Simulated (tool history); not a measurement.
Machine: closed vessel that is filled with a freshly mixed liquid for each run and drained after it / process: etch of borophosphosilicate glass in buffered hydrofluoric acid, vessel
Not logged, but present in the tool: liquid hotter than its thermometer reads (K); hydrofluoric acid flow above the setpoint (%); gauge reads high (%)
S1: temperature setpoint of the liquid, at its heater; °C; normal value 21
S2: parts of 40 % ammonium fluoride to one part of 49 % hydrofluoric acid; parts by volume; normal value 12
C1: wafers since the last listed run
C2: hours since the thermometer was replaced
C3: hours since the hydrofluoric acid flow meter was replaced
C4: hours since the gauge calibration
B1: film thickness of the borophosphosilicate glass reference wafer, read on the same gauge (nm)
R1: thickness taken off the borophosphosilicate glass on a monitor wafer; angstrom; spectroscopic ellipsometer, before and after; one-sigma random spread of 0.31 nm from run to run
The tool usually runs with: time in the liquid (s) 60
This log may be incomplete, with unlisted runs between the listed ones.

{"run": 1, "hour": 0.0, "S1": 23.5, "S2": 14.5, "time in the liquid (s)": 60, "C1": 0, "C2": 2350.4, "C3": 2379.1, "C4": 19.2, "B1": 90.02, "R1": 1525.3}
{"run": 2, "hour": 14.4, "S1": 23.5, "S2": 14.5, "time in the liquid (s)": 60, "C1": 1968, "C2": 2364.8, "C3": 2393.5, "C4": 33.6, "B1": 90, "R1": 1526}
{"run": 3, "hour": 43.8, "S1": 23.5, "S2": 14.5, "time in the liquid (s)": 60, "C1": 4018, "C2": 2394.2, "C3": 2422.9, "C4": 63, "B1": 90.04, "R1": 1528.1}
{"run": 4, "hour": 50.5, "S1": 21, "S2": 12, "time in the liquid (s)": 60, "C1": 915, "C2": 2400.9, "C3": 2429.6, "C4": 69.7, "B1": 89.99, "R1": 1618.2}
{"run": 5, "hour": 77.7, "S1": 21, "S2": 12, "time in the liquid (s)": 60, "C1": 3717, "C2": 2428.1, "C3": 2456.8, "C4": 96.9, "B1": 90, "R1": 1615.4}
{"run": 6, "hour": 85.4, "S1": 21, "S2": 12, "time in the liquid (s)": 60, "C1": 1052, "C2": 2435.8, "C3": 2464.5, "C4": 104.6, "B1": 89.98, "R1": 1620.2}
{"run": 7, "hour": 93.5, "S1": 21, "S2": 12, "time in the liquid (s)": 60, "C1": 1107, "C2": 2443.9, "C3": 2472.6, "C4": 112.7, "B1": 89.97, "R1": 1614.1}
{"run": 8, "hour": 122.8, "S1": 21, "S2": 12, "time in the liquid (s)": 60, "C1": 4004, "C2": 2473.2, "C3": 2501.9, "C4": 142, "B1": 89.99, "R1": 1624.1}
{"run": 9, "hour": 139.4, "S1": 21, "S2": 12, "time in the liquid (s)": 60, "C1": 2268, "C2": 2489.8, "C3": 2518.5, "C4": 158.6, "B1": 90, "R1": 1625.2}
{"run": 10, "hour": 148.9, "S1": 18, "S2": 9, "time in the liquid (s)": 60, "C1": 1298, "C2": 2499.3, "C3": 2528, "C4": 168.1, "B1": 90, "R1": 1789.3}
{"run": 11, "hour": 155.4, "S1": 21, "S2": 15.5, "time in the liquid (s)": 60, "C1": 888, "C2": 2505.8, "C3": 2534.5, "C4": 174.6, "B1": 90.01, "R1": 1262}
{"hour": 156.8, "done": "gauge calibrated"}
{"hour": 159.7, "done": "hydrofluoric acid flow meter replaced"}
{"run": 12, "hour": 165.7, "S1": 17, "S2": 10, "time in the liquid (s)": 75, "C1": 1271, "C2": 2516.1, "C3": 6, "C4": 8.9, "B1": 89.98, "R1": 1737.2}
{"run": 13, "hour": 179.8, "S1": 21, "S2": 15.5, "time in the liquid (s)": 60, "C1": 1927, "C2": 2530.2, "C3": 20.1, "C4": 23, "B1": 90.01, "R1": 1130.4}
{"run": 14, "hour": 187.7, "S1": 19.5, "S2": 12, "time in the liquid (s)": 60, "C1": 1079, "C2": 2538.1, "C3": 28, "C4": 30.9, "B1": 90.03, "R1": 1337.9}
{"run": 15, "hour": 199.8, "S1": 21, "S2": 12, "time in the liquid (s)": 60, "C1": 1653, "C2": 2550.2, "C3": 40.1, "C4": 43, "B1": 90, "R1": 1451.9}
{"hour": 203.7, "done": "thermometer replaced"}
{"run": 16, "hour": 208.7, "S1": 21, "S2": 7, "time in the liquid (s)": 30, "C1": 1079, "C2": 5, "C3": 49, "C4": 51.9, "B1": 90.02, "R1": 1087.5}
{"run": 17, "hour": 216.0, "S1": 23, "S2": 12, "time in the liquid (s)": 60, "C1": 997, "C2": 12.3, "C3": 56.3, "C4": 59.2, "B1": 89.96, "R1": 1445.5}
{"run": 18, "hour": 225.2, "S1": 21, "S2": 12, "time in the liquid (s)": 60, "C1": 1257, "C2": 21.5, "C3": 65.5, "C4": 68.4, "B1": 90.03, "R1": 1295.3}
{"run": 19, "hour": 239.7, "S1": 17.5, "S2": 16, "time in the liquid (s)": 50, "C1": 1981, "C2": 36, "C3": 80, "C4": 82.9, "B1": 90.02, "R1": 672}
{"run": 20, "hour": 249.3, "S1": 17, "S2": 12, "time in the liquid (s)": 75, "C1": 1312, "C2": 45.6, "C3": 89.6, "C4": 92.5, "B1": 90, "R1": 1297.5}
{"run": 21, "hour": 258.4, "S1": 24, "S2": 10.5, "time in the liquid (s)": 60, "C1": 1243, "C2": 54.7, "C3": 98.7, "C4": 101.6, "B1": 90.02, "R1": 1744.3}

Below are 3 alternative next runs, each starting from the tool's condition after run 21. Predict each:
{"run": "A", "hour": 259.1, "S1": 21, "S2": 12, "time in the liquid (s)": 60, "C1": 95, "C2": 55.4, "C3": 99.4, "C4": 102.3, "B1": "?", "R1": "?"}
{"run": "B", "hour": 259.1, "S1": 21, "S2": 9.5, "time in the liquid (s)": 60, "C1": 95, "C2": 55.4, "C3": 99.4, "C4": 102.3, "B1": "?", "R1": "?"}
{"run": "C", "hour": 259.1, "S1": 18.5, "S2": 10, "time in the liquid (s)": 60, "C1": 95, "C2": 55.4, "C3": 99.4, "C4": 102.3, "B1": "?", "R1": "?"}

run=A B1=89.96 R1=1300.9
run=B B1=89.96 R1=1597.6
run=C B1=89.96 R1=1346.5
What these runs would have given with no unlogged condition in the tool:
run=A R1=1271.9
run=B R1=1572.3
run=C R1=1324.9
